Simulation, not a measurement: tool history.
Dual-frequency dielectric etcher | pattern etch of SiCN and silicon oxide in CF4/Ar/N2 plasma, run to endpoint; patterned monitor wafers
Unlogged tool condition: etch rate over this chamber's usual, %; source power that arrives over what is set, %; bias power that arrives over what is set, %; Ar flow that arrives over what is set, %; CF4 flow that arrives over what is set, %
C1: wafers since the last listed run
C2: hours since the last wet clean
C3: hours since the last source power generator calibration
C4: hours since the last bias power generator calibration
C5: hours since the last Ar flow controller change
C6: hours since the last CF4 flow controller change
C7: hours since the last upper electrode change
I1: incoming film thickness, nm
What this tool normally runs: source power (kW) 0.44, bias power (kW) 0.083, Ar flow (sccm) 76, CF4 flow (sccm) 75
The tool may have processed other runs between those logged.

{"run": 1, "hour": 0.0, "source power (kW)": 0.44, "bias power (kW)": 0.083, "Ar flow (sccm)": 76, "CF4 flow (sccm)": 88, "C1": 0, "C2": 287.8, "C3": 44.9, "C4": 1795.5, "C5": 84.9, "C6": 2343.7, "C7": 3100.7, "I1": 13.96, "endpoint time (s)": 14.2}
{"run": 2, "hour": 6.6, "source power (kW)": 0.44, "bias power (kW)": 0.099, "Ar flow (sccm)": 88, "CF4 flow (sccm)": 75, "C1": 149, "C2": 294.4, "C3": 51.5, "C4": 1802.1, "C5": 91.5, "C6": 2350.3, "C7": 3107.3, "I1": 13.93, "endpoint time (s)": 14.1}
{"run": 3, "hour": 16.2, "source power (kW)": 0.44, "bias power (kW)": 0.083, "Ar flow (sccm)": 76, "CF4 flow (sccm)": 75, "C1": 217, "C2": 304, "C3": 61.1, "C4": 1811.7, "C5": 101.1, "C6": 2359.9, "C7": 3116.9, "I1": 13.96, "endpoint time (s)": 14.6}
{"run": 4, "hour": 22.5, "source power (kW)": 0.44, "bias power (kW)": 0.083, "Ar flow (sccm)": 58, "CF4 flow (sccm)": 75, "C1": 143, "C2": 310.3, "C3": 67.4, "C4": 1818, "C5": 107.4, "C6": 2366.2, "C7": 3123.2, "I1": 13.98, "endpoint time (s)": 14.2}
{"run": 5, "hour": 38.9, "source power (kW)": 0.54, "bias power (kW)": 0.083, "Ar flow (sccm)": 76, "CF4 flow (sccm)": 62, "C1": 372, "C2": 326.7, "C3": 83.8, "C4": 1834.4, "C5": 123.8, "C6": 2382.6, "C7": 3139.6, "I1": 13.95, "endpoint time (s)": 12.8}
{"hour": 51.4, "done": "CF4 flow controller replaced"}
{"run": 6, "hour": 51.9, "source power (kW)": 0.47, "bias power (kW)": 0.096, "Ar flow (sccm)": 76, "CF4 flow (sccm)": 75, "C1": 158, "C2": 339.7, "C3": 96.8, "C4": 1847.4, "C5": 136.8, "C6": 0.5, "C7": 3152.6, "I1": 13.77, "endpoint time (s)": 13.1}
{"run": 7, "hour": 56.6, "source power (kW)": 0.44, "bias power (kW)": 0.083, "Ar flow (sccm)": 88, "CF4 flow (sccm)": 60, "C1": 106, "C2": 344.4, "C3": 101.5, "C4": 1852.1, "C5": 141.5, "C6": 5.2, "C7": 3157.3, "I1": 14.01, "endpoint time (s)": 15.5}
{"run": 8, "hour": 70.1, "source power (kW)": 0.44, "bias power (kW)": 0.083, "Ar flow (sccm)": 94, "CF4 flow (sccm)": 75, "C1": 306, "C2": 357.9, "C3": 115, "C4": 1865.6, "C5": 155, "C6": 18.7, "C7": 3170.8, "I1": 14.03, "endpoint time (s)": 14.9}
{"run": 9, "hour": 84.3, "source power (kW)": 0.44, "bias power (kW)": 0.083, "Ar flow (sccm)": 76, "CF4 flow (sccm)": 75, "C1": 322, "C2": 372.1, "C3": 129.2, "C4": 1879.8, "C5": 169.2, "C6": 32.9, "C7": 3185, "I1": 14.16, "endpoint time (s)": 15.2}
{"run": 10, "hour": 90.7, "source power (kW)": 0.51, "bias power (kW)": 0.083, "Ar flow (sccm)": 85, "CF4 flow (sccm)": 63, "C1": 145, "C2": 378.5, "C3": 135.6, "C4": 1886.2, "C5": 175.6, "C6": 39.3, "C7": 3191.4, "I1": 14.01, "endpoint time (s)": 13.8}
{"hour": 123.6, "done": "upper electrode replaced"}
{"hour": 123.9, "done": "bias power generator calibrated"}
{"hour": 129.6, "done": "wet clean of the chamber"}
{"run": 11, "hour": 130.1, "source power (kW)": 0.35, "bias power (kW)": 0.083, "Ar flow (sccm)": 76, "CF4 flow (sccm)": 90, "C1": 213, "C2": 0.5, "C3": 175, "C4": 6.2, "C5": 215, "C6": 78.7, "C7": 6.5, "I1": 14.06, "endpoint time (s)": 16.5}
{"run": 12, "hour": 130.4, "source power (kW)": 0.33, "bias power (kW)": 0.094, "Ar flow (sccm)": 76, "CF4 flow (sccm)": 75, "C1": 6, "C2": 0.8, "C3": 175.3, "C4": 6.5, "C5": 215.3, "C6": 79, "C7": 6.8, "I1": 14, "endpoint time (s)": 17.2}
{"run": 13, "hour": 130.8, "source power (kW)": 0.51, "bias power (kW)": 0.071, "Ar flow (sccm)": 85, "CF4 flow (sccm)": 85, "C1": 9, "C2": 1.2, "C3": 175.7, "C4": 6.9, "C5": 215.7, "C6": 79.4, "C7": 7.2, "I1": 13.97, "endpoint time (s)": 12.8}
{"run": 14, "hour": 141.8, "source power (kW)": 0.44, "bias power (kW)": 0.095, "Ar flow (sccm)": 76, "CF4 flow (sccm)": 90, "C1": 249, "C2": 12.2, "C3": 186.7, "C4": 17.9, "C5": 226.7, "C6": 90.4, "C7": 18.2, "I1": 14, "endpoint time (s)": 13.3}
{"run": 15, "hour": 149.5, "source power (kW)": 0.36, "bias power (kW)": 0.093, "Ar flow (sccm)": 76, "CF4 flow (sccm)": 81, "C1": 174, "C2": 19.9, "C3": 194.4, "C4": 25.6, "C5": 234.4, "C6": 98.1, "C7": 25.9, "I1": 14.02, "endpoint time (s)": 15.9}

The next listed run, before its measurement:
{"run": 16, "hour": 164.5, "source power (kW)": 0.44, "bias power (kW)": 0.076, "Ar flow (sccm)": 76, "CF4 flow (sccm)": 69, "C1": 340, "C2": 34.9, "C3": 209.4, "C4": 40.6, "C5": 249.4, "C6": 113.1, "C7": 40.9, "I1": 13.96, "endpoint time (s)": "?"}

{"run 16": {"endpoint time (s)": 14.6}}
If the tool had no hidden condition, the same run with the same run-to-run variation would have returned endpoint time (s) 14.5.
